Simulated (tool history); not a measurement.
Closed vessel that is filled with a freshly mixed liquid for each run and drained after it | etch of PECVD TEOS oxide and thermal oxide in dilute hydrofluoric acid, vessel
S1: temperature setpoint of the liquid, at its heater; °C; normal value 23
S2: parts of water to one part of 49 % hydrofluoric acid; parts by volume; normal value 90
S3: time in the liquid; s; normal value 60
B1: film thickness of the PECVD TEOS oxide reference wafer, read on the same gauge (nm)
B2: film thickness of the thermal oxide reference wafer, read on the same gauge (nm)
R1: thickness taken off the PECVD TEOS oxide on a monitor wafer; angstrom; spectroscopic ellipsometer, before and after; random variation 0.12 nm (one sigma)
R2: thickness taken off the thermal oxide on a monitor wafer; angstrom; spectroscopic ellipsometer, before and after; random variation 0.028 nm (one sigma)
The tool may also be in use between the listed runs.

run,hour,S1,S2,S3,B1,B2,R1,R2
1,0,23,90,60,150.02,30.006,141.1,33.83
# hour 7.7: hydrofluoric acid flow meter replaced
2,12.9,23,90,60,150.01,30.038,130.4,31.02
3,23.3,23,90,60,150,29.987,131,31.36
4,33.3,23,90,60,150,30.02,134.3,31.07
5,43.5,25,90,60,149.99,29.97,144.4,34.73
6,54.2,25,90,60,150.01,30.027,145,33.66
7,66.4,23,90,60,150.02,29.992,131.9,31.29
8,79,23,90,60,149.98,30.009,134,31.52
9,91.9,23,90,60,150,29.994,133.9,32.18
10,108.2,24.5,125,60,149.98,30.007,98.1,22.91
11,117.9,21,45,60,150,29.976,259.8,61.53
12,124.3,23,115,60,150,30.006,101.5,23.96
13,134.7,26,55,80,150,29.984,342,81.21
# hour 138.1: gauge calibrated
14,141.1,23,90,60,150.02,30.002,132.2,31.68
15,158.4,23,90,60,149.98,30.019,133.3,31.97
# hour 170.1: thermometer replaced
16,172.5,23,105,45,150,30.026,84.1,20.22
17,179.5,27,80,85,150.01,30.009,249.2,60.15
18,185.9,26.5,50,60,150.01,29.989,297.4,69.42
19,193.8,26,105,95,149.98,30.027,201.5,48.32
20,210.3,27,80,85,150.01,30.004,254.9,60.06
21,219.7,25.5,110,80,150.01,29.961,157.1,37.22
22,226.7,18.5,60,85,150,29.976,248.4,58.64
23,236.7,19.5,120,30,150,30.039,42.2,10.03
24,242.9,19,90,70,149.99,30.005,133.2,31.59
25,254.3,23,110,60,150.01,29.968,107,25.49
26,260.5,23,110,90,149.99,30.011,163.7,38.63

Each run again, without the hidden state but with its own random variation kept:
The tool's hidden condition here consists of: liquid hotter than its thermometer reads (K); hydrofluoric acid flow above the setpoint (%); gauge reads high (%).
run,R1,R2
1,130.3,31.24
2,129.1,30.71
3,129.5,31.01
4,132.6,30.68
5,142.5,34.25
6,142.9,33.16
7,129.7,30.79
8,131.7,30.97
9,131.4,31.58
10,96,22.42
11,254.5,60.26
12,99.2,23.41
13,334.1,79.35
14,129,30.91
15,129.8,31.14
16,81.7,19.65
17,242.1,58.45
18,289.1,67.47
19,195.4,46.84
20,246.8,58.16
21,151.9,35.98
22,240.4,56.75
23,40.7,9.68
24,128.6,30.49
25,103,24.55
26,157.6,37.17
